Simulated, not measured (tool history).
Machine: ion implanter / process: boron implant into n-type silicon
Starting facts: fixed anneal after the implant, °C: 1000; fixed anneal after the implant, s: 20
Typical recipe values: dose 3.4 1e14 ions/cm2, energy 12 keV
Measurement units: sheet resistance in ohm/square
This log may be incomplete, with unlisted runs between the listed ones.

| run | hour | dose | energy | read-back reference wafer on the same gauge, sheet resistance | sheet resistance |
|---|---|---|---|---|---|
| 1 | 0 | 3.4 | 12 | 317.05 | 297.65 |
| 2 | 107.5 | 3.4 | 12 | 316.98 | 296.89 |
| 3 | 191.1 | 3.4 | 10 | 316.99 | 302.55 |
| 4 | 275.8 | 3.76 | 12 | 317.04 | 272.26 |
| 5 | 535.1 | 3.76 | 12 | 316.95 | 272.16 |
|  | 601.9 | extraction supply calibrated |
| 6 | 609.9 | 3.4 | 12 | 316.89 | 295.55 |
|  | 635 | gauge calibrated |
| 7 | 685.1 | 3.4 | 12 | 316.97 | 295.33 |
| 8 | 774.2 | 3.4 | 12 | 317.12 | 295.13 |
| 9 | 819.3 | 3.4 | 12 | 316.93 | 295.44 |
| 10 | 856.8 | 3.4 | 12 | 316.99 | 295.69 |
| 11 | 895.2 | 3.4 | 12 | 317.05 | 294.98 |
| 12 | 998.2 | 3.72 | 14.5 | 317.06 | 268.56 |
| 13 | 1084.3 | 2.54 | 12 | 316.87 | 374.91 |
| 14 | 1141.4 | 3.8 | 15 | 317.1 | 263.23 |
|  | 1199.8 | Faraday cup replaced and dose calibrated |
| 15 | 1200.3 | 3.4 | 12 | 316.96 | 296.99 |
| 16 | 1245.9 | 3.4 | 12 | 316.98 | 297.44 |
| 17 | 1289.9 | 4.35 | 9.5 | 316.96 | 247.52 |
| 18 | 1419.9 | 4.36 | 14 | 317.05 | 238.7 |
| 19 | 1481.9 | 2.46 | 9.5 | 317 | 399.6 |
| 20 | 1545 | 3.97 | 8.5 | 316.91 | 270.33 |

Exercise: give the hidden state of the tool at every run:
deviation of the true energy from its setpoint, %: 0, the same for each run
gauge reads high (%): 0, the same for each run
H1: deviation of the true dose from the Faraday cup's reading, %
| run | H1 |
|---|---|
| 1 | 0.346 |
| 2 | 0.431 |
| 3 | 0.497 |
| 4 | 0.563 |
| 5 | 0.767 |
| 6 | 0.826 |
| 7 | 0.886 |
| 8 | 0.956 |
| 9 | 0.991 |
| 10 | 1.02 |
| 11 | 1.05 |
| 12 | 1.13 |
| 13 | 1.2 |
| 14 | 1.24 |
| 15 | -0.0065 |
| 16 | 0.0294 |
| 17 | 0.064 |
| 18 | 0.166 |
| 19 | 0.215 |
| 20 | 0.265 |
